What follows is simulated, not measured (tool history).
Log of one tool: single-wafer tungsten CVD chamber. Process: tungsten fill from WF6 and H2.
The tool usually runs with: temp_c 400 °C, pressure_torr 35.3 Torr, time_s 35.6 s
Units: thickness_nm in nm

run,hour,temp_c,pressure_torr,time_s,"read-back reference wafer on the same gauge, thickness_nm",thickness_nm
1,0.0,400,35.3,35.6,129.998,101.877
2,12.3,400,35.3,35.6,129.920,102.246
3,28.0,400,35.3,35.6,130.062,101.710
4,46.0,400,35.3,35.6,130.028,102.148
5,52.1,400,35.3,35.6,130.132,101.680
6,83.9,400,35.3,35.6,129.835,101.587
# hour 102.9: showerhead replaced
7,103.4,400,35.3,35.6,129.997,101.805
8,115.1,400,35.3,40.0,129.991,114.612
9,123.0,400,35.3,35.6,129.846,102.430
10,132.5,400,35.3,35.6,130.002,102.200
11,143.6,400,35.3,35.6,130.042,102.107
12,151.8,400,35.3,39.2,129.994,112.372
13,158.2,395,43.0,29.4,130.067,86.421
14,169.1,395,29.5,42.3,130.015,101.205
15,183.4,386,38.4,35.6,129.963,84.064
16,216.2,392,30.2,33.3,130.024,76.563
17,226.3,400,35.3,30.8,130.028,88.376
18,233.1,391,29.9,35.6,129.891,80.241
# hour 233.5: gauge calibrated
19,244.3,400,35.3,35.6,129.980,102.065
20,253.8,395,43.0,29.4,130.084,85.671
# hour 267.1: thermocouple changed; heater temperature recalibrated
21,267.6,400,42.0,35.6,129.957,124.228
22,282.3,400,27.2,33.3,129.944,91.005
23,295.2,400,35.3,35.6,129.993,112.701
# hour 313.6: capacitance manometer re-zeroed and calibrated
24,314.1,400,35.3,35.6,130.005,112.671
25,321.7,400,35.3,35.6,130.008,112.909
26,328.6,400,35.3,32.2,130.068,101.758
27,335.7,387,27.9,41.1,130.027,91.965
28,343.9,400,35.3,35.6,129.913,112.421
29,356.2,410,35.3,35.6,130.015,131.894
30,366.5,400,35.3,35.6,129.909,112.270
31,383.9,400,35.3,35.6,129.995,111.703
32,398.0,400,35.3,32.1,130.063,100.796

Predict the results of run 33:
33,416.8,413,40.1,40.1,?,?

read-back reference wafer on the same gauge, thickness_nm: 129.919
thickness_nm: 164.602 nm
With no hidden state in the tool, this same run would have given thickness_nm 166.783 nm.
